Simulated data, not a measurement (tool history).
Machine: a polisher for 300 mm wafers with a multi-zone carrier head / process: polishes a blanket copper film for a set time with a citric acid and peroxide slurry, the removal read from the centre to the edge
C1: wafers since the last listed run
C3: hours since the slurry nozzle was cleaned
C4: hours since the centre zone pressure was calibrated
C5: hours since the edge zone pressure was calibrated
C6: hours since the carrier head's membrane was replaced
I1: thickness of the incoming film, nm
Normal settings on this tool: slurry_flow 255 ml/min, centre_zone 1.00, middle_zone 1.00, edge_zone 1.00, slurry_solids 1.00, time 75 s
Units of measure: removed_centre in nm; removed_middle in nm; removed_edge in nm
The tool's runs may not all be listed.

{"run": 1, "hour": 0.0, "slurry_flow": 255, "centre_zone": 1.0, "middle_zone": 1.0, "edge_zone": 1.0, "slurry_solids": 1.0, "time": 75, "C1": 0, "wafers polished on this pad": 114, "C3": 630.8, "C4": 1189.7, "C5": 1469.7, "C6": 1957.2, "I1": 1210.6, "removed_centre": 152.1, "removed_middle": 158.5, "removed_edge": 155.8}
{"run": 2, "hour": 11.3, "slurry_flow": 255, "centre_zone": 1.0, "middle_zone": 1.0, "edge_zone": 1.08, "slurry_solids": 1.0, "time": 75, "C1": 72, "wafers polished on this pad": 186, "C3": 642.1, "C4": 1201.0, "C5": 1481.0, "C6": 1968.5, "I1": 1213.9, "removed_centre": 151.1, "removed_middle": 156.8, "removed_edge": 162.4}
{"run": 3, "hour": 28.0, "slurry_flow": 185, "centre_zone": 1.0, "middle_zone": 1.0, "edge_zone": 1.0, "slurry_solids": 1.0, "time": 75, "C1": 106, "wafers polished on this pad": 293, "C3": 658.8, "C4": 1217.7, "C5": 1497.7, "C6": 1985.2, "I1": 1230.8, "removed_centre": 138.2, "removed_middle": 141.5, "removed_edge": 146.5}
{"run": 4, "hour": 44.4, "slurry_flow": 185, "centre_zone": 1.0, "middle_zone": 1.0, "edge_zone": 1.0, "slurry_solids": 1.0, "time": 75, "C1": 104, "wafers polished on this pad": 397, "C3": 675.2, "C4": 1234.1, "C5": 1514.1, "C6": 2001.6, "I1": 1211.8, "removed_centre": 137.0, "removed_middle": 141.0, "removed_edge": 146.2}
{"run": 5, "hour": 52.0, "slurry_flow": 255, "centre_zone": 1.0, "middle_zone": 1.0, "edge_zone": 1.0, "slurry_solids": 1.1, "time": 75, "C1": 48, "wafers polished on this pad": 446, "C3": 682.8, "C4": 1241.7, "C5": 1521.7, "C6": 2009.2, "I1": 1204.3, "removed_centre": 150.4, "removed_middle": 151.7, "removed_edge": 158.0}
{"run": 6, "hour": 64.2, "slurry_flow": 255, "centre_zone": 1.0, "middle_zone": 1.0, "edge_zone": 1.0, "slurry_solids": 1.1, "time": 75, "C1": 77, "wafers polished on this pad": 524, "C3": 695.0, "C4": 1253.9, "C5": 1533.9, "C6": 2021.4, "I1": 1208.6, "removed_centre": 149.7, "removed_middle": 153.6, "removed_edge": 155.7}
{"hour": 75.8, "done": "carrier head's membrane replaced by a new one"}
{"run": 7, "hour": 76.3, "slurry_flow": 255, "centre_zone": 1.0, "middle_zone": 1.0, "edge_zone": 0.93, "slurry_solids": 1.0, "time": 75, "C1": 45, "wafers polished on this pad": 569, "C3": 707.1, "C4": 1266.0, "C5": 1546.0, "C6": 0.5, "I1": 1194.9, "removed_centre": 147.5, "removed_middle": 150.5, "removed_edge": 145.3}
{"run": 8, "hour": 89.8, "slurry_flow": 255, "centre_zone": 1.03, "middle_zone": 1.0, "edge_zone": 1.0, "slurry_solids": 1.0, "time": 75, "C1": 86, "wafers polished on this pad": 655, "C3": 720.6, "C4": 1279.5, "C5": 1559.5, "C6": 14.0, "I1": 1209.6, "removed_centre": 150.9, "removed_middle": 148.9, "removed_edge": 151.6}
{"hour": 97.3, "done": "edge zone pressure recalibrated"}
{"run": 9, "hour": 98.9, "slurry_flow": 255, "centre_zone": 1.0, "middle_zone": 1.0, "edge_zone": 1.11, "slurry_solids": 1.2, "time": 75, "C1": 45, "wafers polished on this pad": 701, "C3": 729.7, "C4": 1288.6, "C5": 1.6, "C6": 23.1, "I1": 1215.7, "removed_centre": 150.3, "removed_middle": 150.5, "removed_edge": 165.6}
{"hour": 114.7, "done": "worn pad replaced by a new one"}
{"run": 10, "hour": 138.0, "slurry_flow": 255, "centre_zone": 1.0, "middle_zone": 1.0, "edge_zone": 1.0, "slurry_solids": 1.1, "time": 75, "C1": 224, "wafers polished on this pad": 149, "C3": 768.8, "C4": 1327.7, "C5": 40.7, "C6": 62.2, "I1": 1196.1, "removed_centre": 150.6, "removed_middle": 154.0, "removed_edge": 156.1}
{"hour": 148.5, "done": "slurry nozzle cleaned"}
{"run": 11, "hour": 149.4, "slurry_flow": 315, "centre_zone": 0.92, "middle_zone": 1.0, "edge_zone": 1.0, "slurry_solids": 1.0, "time": 62, "C1": 66, "wafers polished on this pad": 215, "C3": 0.9, "C4": 1339.1, "C5": 52.1, "C6": 73.6, "I1": 1225.5, "removed_centre": 123.2, "removed_middle": 132.2, "removed_edge": 136.0}
{"hour": 158.0, "done": "centre zone pressure recalibrated"}
{"run": 12, "hour": 163.6, "slurry_flow": 255, "centre_zone": 1.0, "middle_zone": 1.0, "edge_zone": 1.0, "slurry_solids": 1.0, "time": 87, "C1": 77, "wafers polished on this pad": 293, "C3": 15.1, "C4": 5.6, "C5": 66.3, "C6": 87.8, "I1": 1204.3, "removed_centre": 181.1, "removed_middle": 186.3, "removed_edge": 185.0}
{"run": 13, "hour": 172.3, "slurry_flow": 255, "centre_zone": 1.0, "middle_zone": 1.0, "edge_zone": 1.0, "slurry_solids": 1.0, "time": 75, "C1": 55, "wafers polished on this pad": 348, "C3": 23.8, "C4": 14.3, "C5": 75.0, "C6": 96.5, "I1": 1206.6, "removed_centre": 157.4, "removed_middle": 160.1, "removed_edge": 160.6}
{"run": 14, "hour": 203.5, "slurry_flow": 255, "centre_zone": 1.11, "middle_zone": 1.09, "edge_zone": 1.0, "slurry_solids": 1.0, "time": 75, "C1": 199, "wafers polished on this pad": 548, "C3": 55.0, "C4": 45.5, "C5": 106.2, "C6": 127.7, "I1": 1207.3, "removed_centre": 173.4, "removed_middle": 168.9, "removed_edge": 155.2}
{"run": 15, "hour": 219.4, "slurry_flow": 255, "centre_zone": 1.0, "middle_zone": 1.0, "edge_zone": 1.0, "slurry_solids": 0.7, "time": 75, "C1": 101, "wafers polished on this pad": 649, "C3": 70.9, "C4": 61.4, "C5": 122.1, "C6": 143.6, "I1": 1195.7, "removed_centre": 145.3, "removed_middle": 148.2, "removed_edge": 144.8}

Below, some changes in removed_centre between adjacent runs. For each, the amount present without the hidden state too (settings, incoming material, random variation) and the amount remaining for the hidden state with gauge scatter not shared by both compared results:
What the log doesn't record here: removal rate lost through wear of the pad, %; slurry flow missing at the pad, %; deviation of the centre zone's pressure from its setpoint, %; deviation of the edge zone's pressure from its setpoint, %.
Run 10 -> 11: slurry_flow 255 -> 315, centre_zone 1.00 -> 0.92, slurry_solids 1.10 -> 1.00, time 75 -> 62, slurry nozzle cleaned. removed_centre -27.4 nm: hidden state +12.1, all else -39.5.
Run 11 -> 12: slurry_flow 315 -> 255, centre_zone 0.92 -> 1.00, time 62 -> 87, centre zone pressure recalibrated. removed_centre +57.9 nm: hidden state -2.7, all else +60.6.
